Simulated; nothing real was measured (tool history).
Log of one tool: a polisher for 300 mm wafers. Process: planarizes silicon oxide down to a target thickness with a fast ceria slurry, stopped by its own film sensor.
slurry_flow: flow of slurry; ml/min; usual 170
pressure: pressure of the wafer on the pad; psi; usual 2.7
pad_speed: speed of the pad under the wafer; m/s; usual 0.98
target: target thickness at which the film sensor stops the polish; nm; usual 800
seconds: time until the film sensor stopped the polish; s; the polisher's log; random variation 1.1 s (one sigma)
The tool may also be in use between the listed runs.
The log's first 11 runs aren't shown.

run   hour  slurry_flow  pressure  pad_speed  target  wafers since the last listed run  wafers polished on this pad  hours since the slurry nozzle was cleaned  hours since the head pressure was calibrated  incoming thickness of the incoming film, nm  seconds
 12  280.4          170       2.7       0.98     800                               170                          241                                      842.5                                         301.4                                       2150.6     79.4
 13  295.0          170       3.3       0.98     480                                76                          318                                      857.1                                         316.0                                       2153.5     80.4
     310.4  -- slurry nozzle cleaned
 14  312.0          170       3.3       0.98     480                                84                          402                                        1.6                                         333.0                                       2179.1     82.3
 15  335.3          170       3.4       0.98     800                               122                          525                                       24.9                                         356.3                                       2163.1     63.3
     366.1  -- head pressure recalibrated
 16  369.7          170       3.4       0.98     800                               170                          695                                       59.3                                           3.6                                       2129.8     62.7
 17  382.5          170       3.4       0.98     800                                67                          762                                       72.1                                          16.4                                       2118.1     62.1
 18  412.8          170       2.7       0.98     800                               159                          921                                      102.4                                          46.7                                       2154.6     79.6
     435.2  -- worn pad replaced by a new one
 19  446.1          170       2.7       1.24     800                               153                           57                                      135.7                                          80.0                                       2114.5     65.0
 20  472.2          170       2.7       0.88     800                               137                          194                                      161.8                                         106.1                                       2193.4     89.5
 21  493.1          145       2.7       0.98     800                               109                          303                                      182.7                                         127.0                                       2143.3     79.2
 22  575.1          110       2.7       0.98     800                               430                          734                                      264.7                                         209.0                                       2150.4     83.4
     589.0  -- worn pad replaced by a new one
 23  663.6          170       2.7       0.98     800                               443                          391                                      353.2                                         297.5                                       2179.8     83.3
 24  685.6          170       3.4       1.18     396                               115                          507                                      375.2                                         319.5                                       2109.3     69.4
 25  700.1          200       2.3       0.98     800                                76                          583                                      389.7                                         334.0                                       2149.8     92.4
 26  719.9          110       2.7       0.98     432                               103                          687                                      409.5                                         353.8                                       2142.2    106.3
 27  733.4          170       2.7       0.98     800                                70                          758                                      423.0                                         367.3                                       2104.3     79.2
     745.6  -- worn pad replaced by a new one
     758.3  -- head pressure recalibrated
 28  764.1          200       2.7       0.98     800                               129                           86                                      453.7                                           5.8                                       2182.1     81.8
 29  783.7          170       2.7       0.98     351                               102                          189                                      473.3                                          25.4                                       2151.4    107.8
 30  809.8          220       3.5       1.18     387                               137                          326                                      499.4                                          51.5                                       2167.3     68.4
 31  827.6          210       1.9       1.26     935                                93                          420                                      517.2                                          69.3                                       2143.4     81.5
 32  841.0          210       3.3       0.70     800                                70                          490                                      530.6                                          82.7                                       2143.5     82.3
 33  861.1          170       2.9       0.98     800                               105                          596                                      550.7                                         102.8                                       2115.3     73.3
 34  892.9          170       2.4       0.98    1189                               167                          763                                      582.5                                         134.6                                       2166.6     66.0

Forecast each of these 5 alternatives for the next run:
  A  893.3          170       2.7       0.98     959                                 2                          765                                      582.9                                         135.0                                       2161.4        ?
  B  893.3          145       2.7       0.72     800                                 2                          765                                      582.9                                         135.0                                       2161.4        ?
  C  893.3          220       2.7       0.98     652                                 2                          765                                      582.9                                         135.0                                       2161.4        ?
  D  893.3          170       2.3       0.76     971                                 2                          765                                      582.9                                         135.0                                       2161.4        ?
  E  893.3          110       2.0       1.12    1136                                 2                          765                                      582.9                                         135.0                                       2161.4        ?

run  seconds
  A     70.5
  B    102.0
  C     86.4
  D     99.1
  E     76.1
Without the tool's hidden state the same runs would have given:
run  seconds
  A     70.5
  B    102.0
  C     86.4
  D     99.1
  E     76.1
